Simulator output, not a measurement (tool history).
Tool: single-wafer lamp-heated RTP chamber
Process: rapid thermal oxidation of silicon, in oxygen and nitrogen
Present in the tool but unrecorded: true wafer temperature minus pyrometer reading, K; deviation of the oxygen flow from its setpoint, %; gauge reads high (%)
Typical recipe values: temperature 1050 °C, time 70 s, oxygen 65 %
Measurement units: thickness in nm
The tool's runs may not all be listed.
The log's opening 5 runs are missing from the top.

run    hour  temperature  time  oxygen  wafers since the last listed run  wafers since the last pyrometer calibration  hours since the oxygen flow controller was replaced  hours since the gauge calibration  read-back reference wafer on the same gauge, thickness  thickness
      241.9  -- pyrometer window cleaned and pyrometer calibrated
  6   322.4         1031    70      65                               615                                          571                                               3548.6                             1811.7                                                   8.438      6.952
  7   421.4         1031    70      65                               703                                         1274                                               3647.6                             1910.7                                                   8.440      6.938
  8   480.4         1050    70      65                               419                                         1694                                               3706.6                             1969.7                                                   8.444      7.918
  9   531.0         1050    70      65                               359                                         2053                                               3757.2                             2020.3                                                   8.450      7.964
 10   576.5         1050    49      65                               323                                         2376                                               3802.7                             2065.8                                                   8.452      6.796
 11   663.5         1050    49      65                               617                                         2994                                               3889.7                             2152.8                                                   8.454      6.777
 12   766.9         1050    70      65                               734                                         3729                                               3993.1                             2256.2                                                   8.457      7.959
 13   864.7         1050    70      65                               694                                         4423                                               4090.9                             2354.0                                                   8.469      7.955
      873.1  -- pyrometer window cleaned and pyrometer calibrated
 14   969.4         1050    70      77                               686                                          683                                               4195.6                             2458.7                                                   8.470      8.495
     1012.8  -- oxygen flow controller replaced
 15  1065.4         1050    70      77                               625                                         1308                                                 52.6                             2554.7                                                   8.481      8.499
 16  1172.1         1050    70      77                               757                                         2066                                                159.3                             2661.4                                                   8.478      8.479
 17  1236.8         1036    70      65                               459                                         2526                                                224.0                             2726.1                                                   8.493      7.270
 18  1302.7         1050    93      65                               468                                         2994                                                289.9                             2792.0                                                   8.494      9.069
 19  1353.1         1050    93      65                               357                                         3352                                                340.3                             2842.4                                                   8.497      9.067
     1398.4  -- pyrometer window cleaned and pyrometer calibrated
 20  1536.0         1074    81      81                              1242                                          977                                                523.2                             3025.3                                                   8.509     10.870
 21  1582.0         1050    46      81                               326                                         1303                                                569.2                             3071.3                                                   8.509      7.192
 22  1659.4         1050    70      65                               549                                         1853                                                646.6                             3148.7                                                   8.520      8.006
 23  1727.9         1035    59      51                               486                                         2340                                                715.1                             3217.2                                                   8.521      6.126
 24  1778.9         1050    98      65                               362                                         2702                                                766.1                             3268.2                                                   8.527      9.306
     1797.4  -- gauge calibrated
 25  1875.4         1042    70      83                               685                                         3388                                                862.6                               78.0                                                   8.395      8.132
     1984.0  -- pyrometer window cleaned and pyrometer calibrated
 26  1984.5         1073    45      65                               718                                            3                                                971.7                              187.1                                                   8.398      7.574
 27  2045.6         1060    44      76                               433                                          437                                               1032.8                              248.2                                                   8.394      7.258
 28  2120.0         1076    70      65                               528                                          965                                               1107.2                              322.6                                                   8.395      9.421

Run 29 comes next. What will it give?
 29  2212.4         1050    70      65                               656                                         1622                                               1199.6                              415.0                                                       ?          ?

read-back reference wafer on the same gauge, thickness: 8.399
thickness: 7.895 nm
Minus the tool's unlogged condition, the same run would have read thickness 7.892 nm.

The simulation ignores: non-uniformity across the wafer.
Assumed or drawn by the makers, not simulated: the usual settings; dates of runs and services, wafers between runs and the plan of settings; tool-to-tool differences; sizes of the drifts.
